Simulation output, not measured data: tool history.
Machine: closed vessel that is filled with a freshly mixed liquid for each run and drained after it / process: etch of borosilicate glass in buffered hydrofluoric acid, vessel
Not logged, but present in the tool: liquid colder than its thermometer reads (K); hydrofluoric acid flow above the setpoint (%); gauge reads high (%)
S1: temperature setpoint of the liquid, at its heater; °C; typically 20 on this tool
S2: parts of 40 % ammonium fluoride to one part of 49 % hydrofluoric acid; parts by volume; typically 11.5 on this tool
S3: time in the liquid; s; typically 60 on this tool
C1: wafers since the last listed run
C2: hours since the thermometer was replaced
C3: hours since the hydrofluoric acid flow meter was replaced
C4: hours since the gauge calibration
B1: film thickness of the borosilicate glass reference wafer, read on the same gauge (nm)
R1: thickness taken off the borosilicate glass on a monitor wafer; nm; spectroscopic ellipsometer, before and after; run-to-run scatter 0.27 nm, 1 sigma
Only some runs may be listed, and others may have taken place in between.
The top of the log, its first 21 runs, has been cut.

run,hour,S1,S2,S3,C1,C2,C3,C4,B1,R1
22,1570.1,20,11.5,60,6056,107.3,656.4,1990.4,150,54.14
# hour 1670.6: gauge calibrated
23,1677.8,20,11.5,60,7370,215,764.1,7.2,150.02,54.12
24,1729.6,20,15.5,60,3544,266.8,815.9,59,149.98,40.43
25,1827.9,23,11.5,35,6727,365.1,914.2,157.3,150,36.89
26,1919.7,20,11.5,60,6282,456.9,1006,249.1,150.01,53.73
# hour 1953.7: hydrofluoric acid flow meter replaced
27,1988.9,17,13.5,80,4667,526.1,35.2,318.3,150,52.2
28,2053.7,22.5,15.5,50,4434,590.9,100,383.1,149.99,38.08
29,2095.2,23,8,75,2839,632.4,141.5,424.6,150.02,109.55
30,2168.3,20,11.5,60,5002,705.5,214.6,497.7,150,53.54
31,2218,18.5,8.5,60,3401,755.2,264.3,547.4,150,64.71

Branching from run 31: 5 alternative next runs. What would each branch give?
A,2218.7,20,11.5,35,47,755.9,265,548.1,?,?
B,2218.7,20,8.5,70,47,755.9,265,548.1,?,?
C,2218.7,18.5,16,35,47,755.9,265,548.1,?,?
D,2218.7,17,8.5,45,47,755.9,265,548.1,?,?
E,2218.7,18,11.5,30,47,755.9,265,548.1,?,?

run,B1,R1
A,150.02,31.09
B,150.02,81.42
C,150.02,20.63
D,150.02,44.35
E,150.02,23.86
With the hidden condition removed and each run's random variation left untouched, the same runs would have given:
run,R1
A,31.57
B,82.68
C,20.95
D,45.05
E,24.24
